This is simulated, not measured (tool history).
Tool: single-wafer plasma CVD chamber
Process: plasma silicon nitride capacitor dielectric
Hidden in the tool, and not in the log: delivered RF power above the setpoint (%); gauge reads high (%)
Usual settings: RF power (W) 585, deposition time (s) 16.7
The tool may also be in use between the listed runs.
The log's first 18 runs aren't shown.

run,day,RF power (W),deposition time (s),wafers since the last listed run,hours since the last RF generator calibration,hours since the showerhead was replaced,hours since the gauge calibration,"read-back reference wafer on the same gauge, thickness_nm",mean film thickness on the monitor wafer (Å)
19,63.221,585,16.7,697,1748.3,3192.3,302.2,25.567,242.15
20,66.729,585,16.7,1262,1832.5,3276.5,386.4,25.617,242.97
21,70.05,585,16.7,1194,1912.2,3356.2,466.1,25.6,240.93
22,72.312,515,19,814,1966.5,3410.5,520.4,25.609,262.49
23,76.442,585,16.7,1485,2065.6,3509.6,619.5,25.638,242.72
24,79.146,585,16.7,972,2130.5,3574.5,684.4,25.628,240.53
25,82.321,655,18.5,1142,2206.7,3650.7,760.6,25.581,279.35
26,85.442,520,17.5,1122,2281.6,3725.6,835.5,25.607,242.29
27,88.904,585,16.7,1245,2364.7,3808.7,918.6,25.618,240.09
28,90.954,585,20,737,2413.9,3857.9,967.8,25.607,287.7
# day 93.654: RF generator calibrated
29,94.921,625,18.9,1307,30.4,3953.1,1063,25.647,287.28
30,97.638,585,14.2,977,95.6,4018.3,1128.2,25.564,210.3
31,100.483,620,13.4,1023,163.9,4086.6,1196.5,25.613,201.77
32,102.221,690,19,625,205.6,4128.3,1238.2,25.581,300.21
33,106.2,500,17.8,1431,301.1,4223.8,1333.7,25.574,246.06
# day 109.371: showerhead replaced
34,119.079,530,15.5,4513,610.2,233,1642.8,25.545,220.22
35,122.521,585,16.7,1238,692.8,315.6,1725.4,25.621,246.85
36,126.058,525,18.6,1272,777.7,400.5,1810.3,25.605,262.35
37,128.158,675,19.9,755,828.1,450.9,1860.7,25.6,308.24
38,130.204,585,16.7,736,877.2,500,1909.8,25.605,246.75
39,132.058,675,19,667,921.7,544.5,1954.3,25.615,298.52
40,135.2,560,16.7,1130,997.1,619.9,2029.7,25.575,242.44
41,137.088,585,16.7,679,1042.4,665.2,2075,25.568,244.89

4 ways to go on from here, each from the tool as it stands after run 41. What would each give?
A,137.104,585,16.7,5,1042.8,665.6,2075.4,?,?
B,137.104,645,16.7,5,1042.8,665.6,2075.4,?,?
C,137.104,615,13.6,5,1042.8,665.6,2075.4,?,?
D,137.104,700,16.7,5,1042.8,665.6,2075.4,?,?

run,"read-back reference wafer on the same gauge, thickness_nm",mean film thickness on the monitor wafer (Å)
A,25.562,245.78
B,25.562,255.34
C,25.562,204.13
D,25.562,263.42
Without the tool's hidden state the same runs would have given:
run,mean film thickness on the monitor wafer (Å)
A,247.7
B,257.33
C,205.73
D,265.48

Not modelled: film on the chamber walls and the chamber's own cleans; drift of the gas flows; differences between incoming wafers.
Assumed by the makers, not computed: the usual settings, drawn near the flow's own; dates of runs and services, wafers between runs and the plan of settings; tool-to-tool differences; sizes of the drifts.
